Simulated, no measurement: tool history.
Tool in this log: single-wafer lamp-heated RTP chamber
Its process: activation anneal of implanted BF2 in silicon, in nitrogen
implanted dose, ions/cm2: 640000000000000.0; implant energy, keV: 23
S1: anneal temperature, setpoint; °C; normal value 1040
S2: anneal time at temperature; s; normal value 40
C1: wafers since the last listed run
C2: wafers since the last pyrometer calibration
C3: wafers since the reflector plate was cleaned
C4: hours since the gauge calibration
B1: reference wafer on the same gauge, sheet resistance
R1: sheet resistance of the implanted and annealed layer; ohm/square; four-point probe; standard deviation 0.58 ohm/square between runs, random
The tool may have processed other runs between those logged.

run 1 hour=0 | S1=1040 S2=40 | C1=0 C2=5178 C3=6172 C4=865.1 | B1=181.96 | R1=193.37
run 2 hour=64.3 | S1=1027 S2=50 | C1=796 C2=5974 C3=6969 C4=929.4 | B1=181.99 | R1=193.65
-- hour=94.2 gauge calibrated
-- hour=144.1 pyrometer window cleaned and pyrometer calibrated
-- hour=159.5 reflector plate cleaned
run 3 hour=163.9 | S1=1027 S2=50 | C1=1036 C2=146 C3=54 C4=69.7 | B1=181.87 | R1=195.3
run 4 hour=246.2 | S1=1027 S2=50 | C1=1019 C2=1166 C3=1074 C4=152 | B1=182.04 | R1=196.13
run 5 hour=329.5 | S1=1040 S2=40 | C1=1032 C2=2198 C3=2106 C4=235.3 | B1=182.19 | R1=192.84
run 6 hour=375.1 | S1=1040 S2=40 | C1=565 C2=2764 C3=2671 C4=280.9 | B1=181.9 | R1=193.85
run 7 hour=417.2 | S1=1060 S2=40 | C1=521 C2=3285 C3=3193 C4=323 | B1=181.97 | R1=189.08
run 8 hour=491.6 | S1=1040 S2=40 | C1=921 C2=4207 C3=4115 C4=397.4 | B1=181.89 | R1=194.05
run 9 hour=557.1 | S1=1040 S2=40 | C1=811 C2=5019 C3=4927 C4=462.9 | B1=181.92 | R1=192.79
run 10 hour=598.3 | S1=1040 S2=40 | C1=510 C2=5530 C3=5437 C4=504.1 | B1=182.03 | R1=192.61

Estimate the outcome of run 11 from the log above:
run 11 hour=687.3 | S1=1051 S2=33 | C1=1102 C2=6633 C3=6540 C4=593.1 | B1=? | R1=?

For run 11 the tool returned B1 182.11, R1 191.62 ohm/square.
Without the tool's hidden state the same run would have given R1 194.57 ohm/square.
